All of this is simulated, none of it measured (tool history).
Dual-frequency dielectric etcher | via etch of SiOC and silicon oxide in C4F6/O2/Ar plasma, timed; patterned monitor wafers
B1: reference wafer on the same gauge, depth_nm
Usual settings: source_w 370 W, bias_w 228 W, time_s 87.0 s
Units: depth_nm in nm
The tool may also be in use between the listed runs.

{"run": 1, "hour": 0.0, "source_w": 370, "bias_w": 228, "time_s": 87.0, "B1": 97.1, "depth_nm": 117.6}
{"hour": 155.1, "done": "wet clean of the chamber"}
{"run": 2, "hour": 155.6, "source_w": 370, "bias_w": 228, "time_s": 87.0, "B1": 97.0, "depth_nm": 113.4}
{"run": 3, "hour": 230.8, "source_w": 370, "bias_w": 228, "time_s": 87.0, "B1": 97.0, "depth_nm": 114.9}
{"run": 4, "hour": 315.9, "source_w": 370, "bias_w": 228, "time_s": 87.0, "B1": 97.0, "depth_nm": 115.6}
{"run": 5, "hour": 356.0, "source_w": 370, "bias_w": 228, "time_s": 87.0, "B1": 97.0, "depth_nm": 115.9}
{"run": 6, "hour": 403.7, "source_w": 410, "bias_w": 228, "time_s": 87.0, "B1": 97.0, "depth_nm": 123.8}
{"run": 7, "hour": 489.5, "source_w": 370, "bias_w": 228, "time_s": 87.0, "B1": 97.1, "depth_nm": 117.5}
{"run": 8, "hour": 559.2, "source_w": 370, "bias_w": 228, "time_s": 87.0, "B1": 97.1, "depth_nm": 118.7}
{"hour": 623.0, "done": "wet clean of the chamber"}
{"run": 9, "hour": 629.2, "source_w": 370, "bias_w": 228, "time_s": 87.0, "B1": 97.1, "depth_nm": 115.8}
{"run": 10, "hour": 715.8, "source_w": 370, "bias_w": 228, "time_s": 87.0, "B1": 97.0, "depth_nm": 115.5}
{"run": 11, "hour": 793.4, "source_w": 370, "bias_w": 228, "time_s": 87.0, "B1": 97.0, "depth_nm": 117.1}
{"run": 12, "hour": 870.7, "source_w": 370, "bias_w": 228, "time_s": 87.0, "B1": 97.0, "depth_nm": 117.6}
{"run": 13, "hour": 917.6, "source_w": 420, "bias_w": 183, "time_s": 97.5, "B1": 97.0, "depth_nm": 129.6}
{"run": 14, "hour": 981.4, "source_w": 370, "bias_w": 188, "time_s": 94.5, "B1": 97.0, "depth_nm": 118.9}
{"hour": 1078.1, "done": "wet clean of the chamber"}
{"run": 15, "hour": 1094.8, "source_w": 450, "bias_w": 213, "time_s": 87.0, "B1": 97.0, "depth_nm": 125.1}
{"run": 16, "hour": 1148.6, "source_w": 370, "bias_w": 228, "time_s": 93.5, "B1": 97.0, "depth_nm": 125.0}
{"run": 17, "hour": 1242.8, "source_w": 370, "bias_w": 228, "time_s": 87.0, "B1": 96.9, "depth_nm": 116.4}
{"hour": 1293.3, "done": "upper electrode replaced"}
{"hour": 1461.2, "done": "gauge calibrated"}
{"hour": 1479.5, "done": "bias power generator calibrated"}
{"hour": 1479.9, "done": "source power generator calibrated"}
{"run": 18, "hour": 1511.0, "source_w": 370, "bias_w": 213, "time_s": 106.0, "B1": 96.9, "depth_nm": 136.0}
{"hour": 1561.7, "done": "wet clean of the chamber"}
{"run": 19, "hour": 1601.5, "source_w": 320, "bias_w": 277, "time_s": 101.5, "B1": 97.0, "depth_nm": 130.7}
{"run": 20, "hour": 1646.9, "source_w": 370, "bias_w": 189, "time_s": 87.0, "B1": 96.9, "depth_nm": 103.9}
{"run": 21, "hour": 1711.9, "source_w": 370, "bias_w": 228, "time_s": 87.0, "B1": 97.1, "depth_nm": 113.4}
{"run": 22, "hour": 1781.4, "source_w": 460, "bias_w": 173, "time_s": 71.5, "B1": 97.1, "depth_nm": 94.6}
{"run": 23, "hour": 1820.0, "source_w": 370, "bias_w": 228, "time_s": 87.0, "B1": 97.0, "depth_nm": 114.5}
{"run": 24, "hour": 1922.5, "source_w": 370, "bias_w": 194, "time_s": 87.0, "B1": 96.9, "depth_nm": 107.9}
{"run": 25, "hour": 2000.1, "source_w": 280, "bias_w": 281, "time_s": 108.5, "B1": 97.1, "depth_nm": 131.8}

The same runs without the tool's hidden state, with the same run-to-run variation:
The hidden state here: etch rate over this chamber's usual, %; source power that arrives over what is set, %; bias power that arrives over what is set, %; gauge reads high (%).
run=1 depth_nm=112.8
run=2 depth_nm=112.2
run=3 depth_nm=112.9
run=4 depth_nm=112.6
run=5 depth_nm=112.6
run=6 depth_nm=119.7
run=7 depth_nm=112.7
run=8 depth_nm=113.1
run=9 depth_nm=113.1
run=10 depth_nm=111.9
run=11 depth_nm=112.7
run=12 depth_nm=112.4
run=13 depth_nm=123.2
run=14 depth_nm=112.3
run=15 depth_nm=122.3
run=16 depth_nm=121.6
run=17 depth_nm=112.2
run=18 depth_nm=133.0
run=19 depth_nm=130.6
run=20 depth_nm=103.5
run=21 depth_nm=112.3
run=22 depth_nm=93.2
run=23 depth_nm=112.4
run=24 depth_nm=105.1
run=25 depth_nm=127.6

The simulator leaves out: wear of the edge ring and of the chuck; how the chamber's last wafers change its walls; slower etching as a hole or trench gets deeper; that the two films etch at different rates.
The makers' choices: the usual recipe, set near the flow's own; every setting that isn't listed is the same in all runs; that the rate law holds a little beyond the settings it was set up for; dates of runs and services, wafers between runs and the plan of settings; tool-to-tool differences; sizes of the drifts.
